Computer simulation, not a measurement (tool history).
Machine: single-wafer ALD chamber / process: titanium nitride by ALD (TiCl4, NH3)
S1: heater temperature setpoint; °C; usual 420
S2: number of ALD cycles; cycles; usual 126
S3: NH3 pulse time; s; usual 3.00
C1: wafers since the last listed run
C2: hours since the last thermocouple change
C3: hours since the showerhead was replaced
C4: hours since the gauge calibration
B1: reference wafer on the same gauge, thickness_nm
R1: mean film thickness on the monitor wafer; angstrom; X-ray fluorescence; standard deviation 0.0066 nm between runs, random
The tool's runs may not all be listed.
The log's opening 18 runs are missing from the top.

run	hour	S1	S2	S3	C1	C2	C3	C4	B1	R1
19	207.5	408	126	4.00	20	136.8	46.1	194.9	2.753	26.88
20	217.4	433	107	3.00	21	146.7	56.0	204.8	2.756	22.62
21	224.5	420	126	3.91	15	153.8	63.1	211.9	2.755	26.85
22	242.0	433	107	3.00	38	171.3	80.6	229.4	2.755	22.68
23	256.5	420	111	2.63	31	185.8	95.1	243.9	2.755	23.43
24	263.1	431	140	2.41	14	192.4	101.7	250.5	2.761	29.61
25	277.6	428	102	2.68	31	206.9	116.2	265.0	2.759	21.64
26	295.4	431	126	3.00	39	224.7	134.0	282.8	2.760	26.67
# hour 305.9: gauge calibrated
27	307.3	407	116	2.20	26	236.6	145.9	1.4	2.737	24.12
28	317.4	420	126	3.00	22	246.7	156.0	11.5	2.737	26.57
29	334.4	420	115	3.00	37	263.7	173.0	28.5	2.739	24.21
30	341.3	420	120	3.00	15	270.6	179.9	35.4	2.736	25.21
31	353.5	409	126	3.00	26	282.8	192.1	47.6	2.740	26.50
32	369.9	435	151	1.93	36	299.2	208.5	64.0	2.742	31.63
33	376.8	420	126	3.93	15	306.1	215.4	70.9	2.743	26.79
34	387.9	420	150	2.30	24	317.2	226.5	82.0	2.744	31.44
35	400.6	420	126	3.00	27	329.9	239.2	94.7	2.744	26.53
36	406.8	408	109	4.14	13	336.1	245.4	100.9	2.744	23.11
37	419.0	420	146	3.00	26	348.3	257.6	113.1	2.745	30.94
38	432.0	431	120	3.00	28	361.3	270.6	126.1	2.749	25.38
39	444.2	433	135	3.00	26	373.5	282.8	138.3	2.749	28.70

Predict each of these 5 candidate next runs independently; none follows another, all start after run 39:
A	444.9	420	132	3.00	1	374.2	283.5	139.0	?	?
B	444.9	414	126	3.00	1	374.2	283.5	139.0	?	?
C	444.9	434	126	3.00	1	374.2	283.5	139.0	?	?
D	444.9	427	132	1.86	1	374.2	283.5	139.0	?	?
E	444.9	420	139	1.94	1	374.2	283.5	139.0	?	?

run	B1	R1
A	2.750	27.89
B	2.750	26.59
C	2.750	26.61
D	2.750	27.61
E	2.750	29.05
Without the tool's hidden state the same runs would have given:
run	R1
A	27.80
B	26.51
C	26.52
D	27.52
E	28.96
